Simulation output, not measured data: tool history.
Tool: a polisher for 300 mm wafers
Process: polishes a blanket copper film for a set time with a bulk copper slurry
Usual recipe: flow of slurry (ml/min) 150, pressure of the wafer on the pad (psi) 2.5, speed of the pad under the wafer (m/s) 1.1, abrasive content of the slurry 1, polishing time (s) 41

run    hour  flow of slurry (ml/min)  pressure of the wafer on the pad (psi)  speed of the pad under the wafer (m/s)  abrasive content of the slurry  polishing time (s)  wafers since the last listed run  wafers polished on this pad  hours since the slurry nozzle was cleaned  hours since the head pressure was calibrated  hours since the slurry blender was calibrated  incoming thickness of the incoming film, nm  film removed (Å)
  1       0                      135                                     2.5                                     1.1                               1                  41                                 0                         3313                                       22.9                                         856.5                                           61.7                                       2876.1              3246
  2    31.6                      120                                     2.5                                     1.1                               1                  36                               350                         3664                                       54.5                                         888.1                                           93.3                                         2870              2715
       35.8  -- head pressure recalibrated
  3    86.9                      190                                     2.5                                     1.1                               1                  41                               590                         4254                                      109.8                                          51.1                                          148.6                                       2812.5              3611
      101.9  -- worn pad replaced by a new one
  4   135.3                      130                                       2                                     1.1                               1                  41                               492                          370                                      158.2                                          99.5                                            197                                       2816.5              2659
  5   159.8                      150                                     2.5                                     1.2                               1                  41                               271                          641                                      182.7                                           124                                          221.5                                       2814.7              3740
  6   228.7                      150                                     2.5                                     1.1                               1                  41                               763                         1405                                      251.6                                         192.9                                          290.4                                       2872.6              3416
  7   324.2                      150                                     2.5                                     1.1                               1                  41                              1058                         2463                                      347.1                                         288.4                                          385.9                                       2840.2              3410
        351  -- slurry blender recalibrated
  8   374.6                      150                                     2.5                                     1.1                               1                  41                               536                         2999                                      397.5                                         338.8                                           23.6                                         2826              3384
        428  -- slurry nozzle cleaned
  9   428.5                      150                                     2.5                                     1.1                               1                  41                               586                         3586                                        0.5                                         392.7                                           77.5                                       2843.4              3405
      488.3  -- worn pad replaced by a new one
 10   499.5                      150                                     2.5                                     1.1                               1                  41                               742                          123                                       71.5                                         463.7                                          148.5                                       2842.2              3295
 11   569.5                      150                                     2.5                                     1.1                               1                  29                               775                          899                                      141.5                                         533.7                                          218.5                                       2855.4              2334
 12   640.8                      135                                     2.5                                    0.88                             1.1                  32                               790                         1689                                      212.8                                           605                                          289.8                                       2863.9              2048
      705.1  -- slurry blender recalibrated
 13   705.6                      150                                     2.5                                     1.1                               1                  41                               695                         2385                                      277.6                                         669.8                                            0.5                                       2807.5              3306
      791.6  -- slurry nozzle cleaned
 14   813.9                      150                                     2.5                                     1.1                               1                  41                              1189                         3574                                       22.3                                         778.1                                          108.8                                       2817.5              3253
 15   838.4                      150                                     2.5                                    0.72                               1                  41                               271                         3846                                       46.8                                         802.6                                          133.3                                       2857.4              2179
      857.8  -- head pressure recalibrated
 16   865.7                      150                                     2.5                                    1.36                             1.3                  41                               280                         4126                                       74.1                                           7.9                                          160.6                                       2875.8              4424
 17   893.5                      135                                     2.5                                     1.1                               1                  41                               308                         4434                                      101.9                                          35.7                                          188.4                                       2879.8              3378
      947.2  -- worn pad replaced by a new one
 18   952.4                      150                                     2.5                                     1.1                               1                  41                               608                           58                                      160.8                                          94.6                                          247.3                                       2891.4              3439
 19  1004.9                      150                                     2.5                                     1.1                               1                  41                               581                          639                                      213.3                                         147.1                                          299.8                                         2835              3432
 20  1044.6                      190                                     2.5                                     1.1                               1                  41                               439                         1079                                        253                                         186.8                                          339.5                                       2863.2              3519
       1066  -- slurry blender recalibrated
 21  1094.2                      150                                     2.5                                     1.1                             1.2                  41                               527                         1607                                      302.6                                         236.4                                           28.2                                       2843.5              3516
 22  1134.7                      130                                     3.3                                    1.46                            1.15                  41                               448                         2056                                      343.1                                         276.9                                           68.7                                       2878.3              5929
     1167.2  -- slurry nozzle cleaned
 23  1167.7                      150                                     2.5                                     1.1                               1                  41                               354                         2410                                        0.5                                         309.9                                          101.7                                         2858              3421
 24  1193.5                      150                                     2.5                                    1.26                             1.2                  41                               285                         2696                                       26.3                                         335.7                                          127.5                                       2848.7              3932
 25  1228.3                      150                                     2.5                                     1.1                            0.85                  55                               385                         3082                                       61.1                                         370.5                                          162.3                                         2847              4412
 26  1273.3                      130                                       2                                     1.1                             1.2                  48                               498                         3581                                      106.1                                         415.5                                          207.3                                       2866.2              3176
     1312.1  -- worn pad replaced by a new one
 27  1363.1                      150                                       3                                    0.88                            1.15                  41                               950                          565                                      195.9                                         505.3                                          297.1                                         2869              3273
 28  1408.9                      190                                     2.5                                     1.1                            1.25                  41                               507                         1073                                      241.7                                         551.1                                          342.9                                       2841.8              3586
       1422  -- slurry blender recalibrated
 29  1479.8                      150                                     2.5                                     1.1                               1                  41                               763                         1836                                      312.6                                           622                                           57.8                                         2817              3290
 30  1550.6                      190                                     2.5                                     1.1                            1.25                  41                               784                         2621                                      383.4                                         692.8                                          128.6                                         2863              3602
 31  1586.4                      130                                     2.5                                     1.1                               1                  41                               396                         3018                                      419.2                                         728.6                                          164.4                                       2829.9              3177

Forecast each of these 3 alternatives for the next run:
  A  1586.8                      150                                     2.5                                     1.1                               1                  41                                 4                         3022                                      419.6                                           729                                          164.8                                         2903                 ?
  B  1586.8                      115                                     3.2                                     1.1                               1                  41                                 4                         3022                                      419.6                                           729                                          164.8                                         2903                 ?
  C  1586.8                      195                                     1.9                                     1.1                               1                  41                                 4                         3022                                      419.6                                           729                                          164.8                                         2903                 ?

run  film removed (Å)
  A              3275
  B              3965
  C              2595
Take away the tool's hidden state, keep each run's random variation, and the runs would have read:
run  film removed (Å)
  A              3429
  B              4151
  C              2718
